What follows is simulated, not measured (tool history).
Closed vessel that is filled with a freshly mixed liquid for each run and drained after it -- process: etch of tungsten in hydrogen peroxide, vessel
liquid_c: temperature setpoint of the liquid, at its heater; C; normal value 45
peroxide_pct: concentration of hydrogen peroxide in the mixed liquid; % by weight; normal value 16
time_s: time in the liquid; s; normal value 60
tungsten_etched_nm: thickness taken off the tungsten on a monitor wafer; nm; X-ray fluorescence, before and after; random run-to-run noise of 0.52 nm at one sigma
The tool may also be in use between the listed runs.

| run | hour | liquid_c | peroxide_pct | time_s | wafers since the last listed run | hours since the thermometer was replaced | hours since the peroxide flow meter was replaced | hours since the drum of peroxide was connected | hours since the gauge calibration | read-back film thickness of the tungsten reference wafer, read on the same gauge (nm) | tungsten_etched_nm |
|---|---|---|---|---|---|---|---|---|---|---|---|
| 1 | 0 | 45 | 16 | 35 | 0 | 322.8 | 1164 | 76.8 | 1100.1 | 30.02 | 43.91 |
| 2 | 91.9 | 45 | 16 | 35 | 9792 | 414.7 | 1255.9 | 168.7 | 1192 | 30.03 | 43.81 |
| 3 | 184.1 | 45 | 16 | 35 | 9824 | 506.9 | 1348.1 | 260.9 | 1284.2 | 30.01 | 43.41 |
| 4 | 292 | 45 | 16 | 40 | 11497 | 614.8 | 1456 | 368.8 | 1392.1 | 30.04 | 49.44 |
|  | 324.8 | new drum of peroxide connected |
| 5 | 350 | 45 | 16 | 60 | 6073 | 672.8 | 1514 | 25.2 | 1450.1 | 30.02 | 74.79 |
| 6 | 431.7 | 45 | 16 | 60 | 8705 | 754.5 | 1595.7 | 106.9 | 1531.8 | 29.99 | 73.96 |
| 7 | 473.1 | 45 | 16 | 60 | 4411 | 795.9 | 1637.1 | 148.3 | 1573.2 | 30.01 | 74.23 |
| 8 | 513.7 | 45 | 16 | 60 | 4326 | 836.5 | 1677.7 | 188.9 | 1613.8 | 30.02 | 74.69 |
|  | 574.8 | thermometer replaced |
| 9 | 599.3 | 45 | 16 | 60 | 9014 | 24.5 | 1763.3 | 274.5 | 1699.4 | 29.99 | 74.05 |
| 10 | 679.2 | 35 | 21 | 45 | 8513 | 104.4 | 1843.2 | 354.4 | 1779.3 | 29.99 | 32.98 |
|  | 710.6 | gauge calibrated |
|  | 731.6 | new drum of peroxide connected |
| 11 | 732.1 | 38 | 19 | 45 | 5530 | 157.3 | 1896.1 | 0.5 | 21.5 | 29.98 | 38.77 |
| 12 | 939.7 | 45 | 16 | 60 | 22120 | 364.9 | 2103.7 | 208.1 | 229.1 | 29.98 | 72.52 |
|  | 1045.7 | new drum of peroxide connected |
| 13 | 1046.6 | 45 | 16 | 60 | 11283 | 471.8 | 2210.6 | 0.9 | 336 | 29.98 | 72.37 |
|  | 1166.5 | peroxide flow meter replaced |
| 14 | 1230.4 | 45 | 16 | 60 | 19477 | 655.6 | 63.9 | 184.7 | 519.8 | 30.04 | 77.26 |
| 15 | 1311.6 | 45 | 20 | 75 | 8652 | 736.8 | 145.1 | 265.9 | 601 | 30.01 | 106.83 |
|  | 1354.2 | new drum of peroxide connected |
| 16 | 1361.8 | 50 | 13.5 | 80 | 5242 | 787 | 195.3 | 7.6 | 651.2 | 29.98 | 127.62 |
| 17 | 1465.1 | 45 | 16 | 60 | 11006 | 890.3 | 298.6 | 110.9 | 754.5 | 30 | 77.37 |
|  | 1503 | thermometer replaced |
| 18 | 1543.1 | 45 | 13.5 | 35 | 8204 | 40.1 | 376.6 | 188.9 | 832.5 | 29.98 | 40.63 |

Take each entry between the runs: how does the hidden state at the last listed run before it differ from the hidden state at the first listed run after it?
Run 4 -> run 5: new drum of peroxide connected (hour 324.8)
  peroxide flow below the setpoint (%): 8.64 -> 8.98
  what was measured, less what the result would be without the hidden state, tungsten_etched_nm: -2.29 -> -3.61 nm
Run 8 -> run 9: thermometer replaced (hour 574.8)
  peroxide flow below the setpoint (%): 9.93 -> 10.4
  what was measured, less what the result would be without the hidden state, tungsten_etched_nm: -4.01 -> -4.19 nm
Run 10 -> run 11: gauge calibrated (hour 710.6); new drum of peroxide connected (hour 731.6)
  peroxide flow below the setpoint (%): 10.9 -> 11.2
  what was measured, less what the result would be without the hidden state, tungsten_etched_nm: -1.96 -> -2.37 nm
Run 12 -> run 13: new drum of peroxide connected (hour 1045.7)
  peroxide flow below the setpoint (%): 12.4 -> 13
  what was measured, less what the result would be without the hidden state, tungsten_etched_nm: -4.96 -> -5.24 nm
Run 13 -> run 14: peroxide flow meter replaced (hour 1166.5)
  peroxide flow below the setpoint (%): 13 -> 2.4
  what was measured, less what the result would be without the hidden state, tungsten_etched_nm: -5.24 -> -0.94 nm
Run 15 -> run 16: new drum of peroxide connected (hour 1354.2)
  peroxide flow below the setpoint (%): 2.87 -> 3.16
  what was measured, less what the result would be without the hidden state, tungsten_etched_nm: -1.56 -> -2.07 nm
Run 17 -> run 18: thermometer replaced (hour 1503)
  peroxide flow below the setpoint (%): 3.76 -> 4.22
  what was measured, less what the result would be without the hidden state, tungsten_etched_nm: -1.49 -> -0.88 nm
